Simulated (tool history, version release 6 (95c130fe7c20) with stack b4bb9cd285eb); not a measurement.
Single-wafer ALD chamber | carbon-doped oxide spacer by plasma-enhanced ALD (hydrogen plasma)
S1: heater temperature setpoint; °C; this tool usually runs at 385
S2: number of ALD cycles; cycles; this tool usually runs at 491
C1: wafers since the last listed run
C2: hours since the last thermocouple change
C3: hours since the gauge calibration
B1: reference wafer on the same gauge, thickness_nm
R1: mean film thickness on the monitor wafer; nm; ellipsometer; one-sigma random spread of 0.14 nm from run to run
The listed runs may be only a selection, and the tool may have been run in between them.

| run | hour | S1 | S2 | C1 | C2 | C3 | B1 | R1 |
|---|---|---|---|---|---|---|---|---|
| 1 | 0 | 394 | 491 | 0 | 689.2 | 174.1 | 25.415 | 24.188 |
| 2 | 86.2 | 394 | 491 | 40 | 775.4 | 260.3 | 25.385 | 24.092 |
| 3 | 171.7 | 385 | 491 | 40 | 860.9 | 345.8 | 25.292 | 24.167 |
|  | 227.2 | thermocouple changed; heater temperature recalibrated |
| 4 | 234.7 | 385 | 491 | 26 | 7.5 | 408.8 | 25.341 | 24.023 |
| 5 | 308.3 | 385 | 491 | 34 | 81.1 | 482.4 | 25.261 | 24.234 |
| 6 | 375.4 | 385 | 491 | 31 | 148.2 | 549.5 | 25.224 | 23.768 |
| 7 | 426.5 | 385 | 491 | 24 | 199.3 | 600.6 | 25.206 | 24.218 |
| 8 | 529.3 | 385 | 491 | 48 | 302.1 | 703.4 | 25.227 | 24.2 |
| 9 | 578.7 | 385 | 491 | 23 | 351.5 | 752.8 | 25.12 | 23.917 |
| 10 | 749.3 | 385 | 491 | 80 | 522.1 | 923.4 | 25.085 | 23.818 |
| 11 | 821 | 385 | 491 | 33 | 593.8 | 995.1 | 25.028 | 23.934 |
| 12 | 902.5 | 391 | 491 | 38 | 675.3 | 1076.6 | 24.961 | 23.981 |
| 13 | 976.6 | 391 | 491 | 35 | 749.4 | 1150.7 | 24.923 | 24.054 |
|  | 1030.9 | thermocouple changed; heater temperature recalibrated |
| 14 | 1052.1 | 391 | 491 | 31 | 21.2 | 1226.2 | 24.852 | 23.827 |
| 15 | 1369.1 | 385 | 491 | 149 | 338.2 | 1543.2 | 24.819 | 23.708 |
| 16 | 1420.1 | 385 | 491 | 24 | 389.2 | 1594.2 | 24.73 | 23.883 |
| 17 | 1460.9 | 385 | 491 | 19 | 430 | 1635 | 24.729 | 23.673 |
| 18 | 1521.6 | 399 | 568 | 28 | 490.7 | 1695.7 | 24.664 | 27.277 |
| 19 | 1617.5 | 385 | 491 | 45 | 586.6 | 1791.6 | 24.655 | 23.634 |
| 20 | 1689.7 | 385 | 426 | 34 | 658.8 | 1863.8 | 24.673 | 20.252 |
| 21 | 1787.5 | 385 | 491 | 46 | 756.6 | 1961.6 | 24.485 | 23.591 |
|  | 1831.3 | gauge calibrated |
| 22 | 1843 | 374 | 464 | 26 | 812.1 | 11.7 | 25.406 | 22.871 |
|  | 1877.3 | thermocouple changed; heater temperature recalibrated |
| 23 | 1934.8 | 378 | 423 | 39 | 57.5 | 103.5 | 25.371 | 20.811 |
| 24 | 1999.9 | 385 | 491 | 30 | 122.6 | 168.6 | 25.389 | 24.302 |
| 25 | 2094.8 | 385 | 432 | 44 | 217.5 | 263.5 | 25.344 | 21.258 |
| 26 | 2195.9 | 385 | 491 | 47 | 318.6 | 364.6 | 25.279 | 24.026 |
| 27 | 2245.9 | 385 | 491 | 23 | 368.6 | 414.6 | 25.184 | 24.085 |
| 28 | 2350.1 | 385 | 434 | 49 | 472.8 | 518.8 | 25.105 | 21.2 |
| 29 | 2386.6 | 385 | 491 | 17 | 509.3 | 555.3 | 25.203 | 24.011 |
| 30 | 2463.9 | 400 | 533 | 36 | 586.6 | 632.6 | 25.154 | 25.867 |
| 31 | 2553.9 | 385 | 425 | 42 | 676.6 | 722.6 | 25.058 | 20.63 |
| 32 | 2592 | 398 | 448 | 18 | 714.7 | 760.7 | 25.059 | 21.535 |
| 33 | 2646.1 | 374 | 536 | 25 | 768.8 | 814.8 | 25.091 | 26.01 |
|  | 2673.6 | thermocouple changed; heater temperature recalibrated |
| 34 | 2730.2 | 398 | 491 | 35 | 56.6 | 898.9 | 25.086 | 23.745 |

Each row is a separate what-if for the run after 34, all from the same tool condition, not one after another. Results?
| A | 2731.4 | 385 | 491 | 0 | 57.8 | 900.1 | ? | ? |
| B | 2731.4 | 385 | 574 | 0 | 57.8 | 900.1 | ? | ? |
| C | 2731.4 | 385 | 447 | 0 | 57.8 | 900.1 | ? | ? |
| D | 2731.4 | 375 | 539 | 0 | 57.8 | 900.1 | ? | ? |
| E | 2731.4 | 385 | 533 | 0 | 57.8 | 900.1 | ? | ? |

| run | B1 | R1 |
|---|---|---|
| A | 25.015 | 23.855 |
| B | 25.015 | 27.888 |
| C | 25.015 | 21.718 |
| D | 25.015 | 26.187 |
| E | 25.015 | 25.896 |
Had the tool no hidden state, the same runs would have come out as:
| run | R1 |
|---|---|
| A | 24.328 |
| B | 28.44 |
| C | 22.148 |
| D | 26.706 |
| E | 26.409 |

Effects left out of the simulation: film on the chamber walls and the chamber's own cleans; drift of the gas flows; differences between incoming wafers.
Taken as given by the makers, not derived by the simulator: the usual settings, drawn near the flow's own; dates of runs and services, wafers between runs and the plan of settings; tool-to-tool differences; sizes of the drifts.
